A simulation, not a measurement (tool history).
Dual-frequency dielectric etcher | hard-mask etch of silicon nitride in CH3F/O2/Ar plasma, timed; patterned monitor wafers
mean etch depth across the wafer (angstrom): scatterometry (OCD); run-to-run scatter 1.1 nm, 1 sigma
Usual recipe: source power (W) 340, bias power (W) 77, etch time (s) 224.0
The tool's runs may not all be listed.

run	day	source power (W)	bias power (W)	etch time (s)	read-back reference wafer on the same gauge, depth_nm	mean etch depth across the wafer (angstrom)
1	0.000	390	77	224.0	190.0	1780
2	3.329	390	77	224.0	190.1	1769
# day 9.417: wet clean of the chamber
3	12.354	300	77	272.0	190.0	2021
4	13.908	300	77	272.0	190.0	1996
5	15.492	300	77	272.0	189.9	1999
6	17.971	340	83	224.0	190.0	1730
7	21.488	340	83	224.0	190.0	1714
8	23.792	340	90	272.5	190.1	2105
# day 27.283: wet clean of the chamber
9	27.304	340	90	272.5	189.9	2207
10	32.500	340	77	224.0	190.1	1723
11	35.508	340	77	224.0	190.0	1710
12	37.975	340	77	224.0	190.0	1697
13	41.333	340	77	224.0	189.9	1704
# day 42.792: source power generator calibrated
# day 43.983: wet clean of the chamber
14	45.271	340	77	224.0	190.2	1735
15	46.971	340	77	224.0	190.0	1729
16	49.417	340	96	224.0	190.0	1845
# day 50.017: bias power generator calibrated
17	51.050	380	83	283.0	189.8	2239
# day 54.879: upper electrode replaced
18	54.900	340	96	224.0	189.9	1771
# day 55.421: gauge calibrated
# day 58.754: wet clean of the chamber
19	61.150	280	58	258.0	190.0	1731
20	64.183	340	85	224.0	190.2	1751
21	65.842	340	69	224.0	190.1	1654
22	68.196	300	77	224.0	189.8	1620
23	70.092	340	61	267.0	190.0	1886
24	71.779	270	77	224.0	189.8	1561
# day 76.492: wet clean of the chamber
25	76.512	340	83	189.0	190.0	1492

What will run 26 give?
26	78.058	340	77	224.0	?	?

read-back reference wafer on the same gauge, depth_nm: 190.1
mean etch depth across the wafer (angstrom): 1725
Had the tool carried no hidden state, the very same run would have given mean etch depth across the wafer (angstrom) 1736.

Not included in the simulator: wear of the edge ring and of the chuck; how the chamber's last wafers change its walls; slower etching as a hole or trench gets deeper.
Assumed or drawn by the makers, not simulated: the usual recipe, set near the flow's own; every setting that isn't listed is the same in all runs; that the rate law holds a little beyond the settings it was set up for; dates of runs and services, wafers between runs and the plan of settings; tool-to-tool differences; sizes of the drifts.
